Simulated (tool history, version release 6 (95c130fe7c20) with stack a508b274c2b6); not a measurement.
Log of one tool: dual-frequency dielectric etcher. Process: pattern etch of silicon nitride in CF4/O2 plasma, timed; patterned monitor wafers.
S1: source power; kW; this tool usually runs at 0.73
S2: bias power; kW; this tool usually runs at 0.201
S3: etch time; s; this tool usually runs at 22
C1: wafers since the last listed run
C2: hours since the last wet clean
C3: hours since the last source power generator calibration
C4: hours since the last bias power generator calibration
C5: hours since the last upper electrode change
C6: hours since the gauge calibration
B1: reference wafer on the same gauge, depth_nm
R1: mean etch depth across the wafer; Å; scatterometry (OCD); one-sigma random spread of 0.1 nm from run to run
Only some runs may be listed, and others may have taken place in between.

run,hour,S1,S2,S3,C1,C2,C3,C4,C5,C6,B1,R1
1,0,0.86,0.201,22,0,390.4,4416.4,1577.2,5802.1,179.8,74.8,770
2,35.6,0.86,0.201,22,417,426,4452,1612.8,5837.7,215.4,74.8,771
3,53.9,0.86,0.201,22,214,444.3,4470.3,1631.1,5856,233.7,74.8,771
4,66.9,0.73,0.201,20,152,457.3,4483.3,1644.1,5869,246.7,74.8,611
5,84.4,0.73,0.201,20,205,474.8,4500.8,1661.6,5886.5,264.2,74.8,612
6,101.6,0.64,0.163,22,201,492,4518,1678.8,5903.7,281.4,74.8,561
# hour 135.8: bias power generator calibrated
# hour 137.7: source power generator calibrated
7,138.2,0.64,0.163,22,359,528.6,0.5,2.4,5940.3,318,74.8,571
8,154.1,0.73,0.201,22,186,544.5,16.4,18.3,5956.2,333.9,74.7,686
9,173.8,0.73,0.201,22,230,564.2,36.1,38,5975.9,353.6,74.8,688
10,203.3,0.73,0.172,17,345,593.7,65.6,67.5,6005.4,383.1,74.8,503
# hour 228.8: wet clean of the chamber
11,229.3,0.78,0.201,25,23,0.5,91.6,93.5,6031.4,409.1,74.8,817
# hour 270.3: upper electrode replaced
12,270.8,0.73,0.249,22,205,42,133.1,135,0.5,450.6,74.8,733
# hour 283.5: gauge calibrated
13,292,0.73,0.178,19,248,63.2,154.3,156.2,21.7,8.5,74.8,562
14,318.5,0.65,0.227,19,310,89.7,180.8,182.7,48.2,35,74.8,555
15,352.4,0.73,0.201,22,397,123.6,214.7,216.6,82.1,68.9,74.8,677
16,383.4,0.66,0.174,15.5,363,154.6,245.7,247.6,113.1,99.9,74.8,417
17,402.6,0.73,0.201,22,225,173.8,264.9,266.8,132.3,119.1,74.8,677
18,424.9,0.64,0.245,22,261,196.1,287.2,289.1,154.6,141.4,74.8,651

Branching from run 18: 5 alternative next runs. What would each branch give?
A,425.3,0.82,0.201,22,4,196.5,287.6,289.5,155,141.8,?,?
B,425.3,0.85,0.201,17.5,4,196.5,287.6,289.5,155,141.8,?,?
C,425.3,0.87,0.16,28,4,196.5,287.6,289.5,155,141.8,?,?
D,425.3,0.57,0.201,28.5,4,196.5,287.6,289.5,155,141.8,?,?
E,425.3,0.64,0.153,24,4,196.5,287.6,289.5,155,141.8,?,?

run,B1,R1
A,74.8,747
B,74.8,612
C,74.8,924
D,74.8,713
E,74.8,601
Had the tool no hidden state, the same runs would have come out as:
run,R1
A,750
B,615
C,928
D,717
E,604

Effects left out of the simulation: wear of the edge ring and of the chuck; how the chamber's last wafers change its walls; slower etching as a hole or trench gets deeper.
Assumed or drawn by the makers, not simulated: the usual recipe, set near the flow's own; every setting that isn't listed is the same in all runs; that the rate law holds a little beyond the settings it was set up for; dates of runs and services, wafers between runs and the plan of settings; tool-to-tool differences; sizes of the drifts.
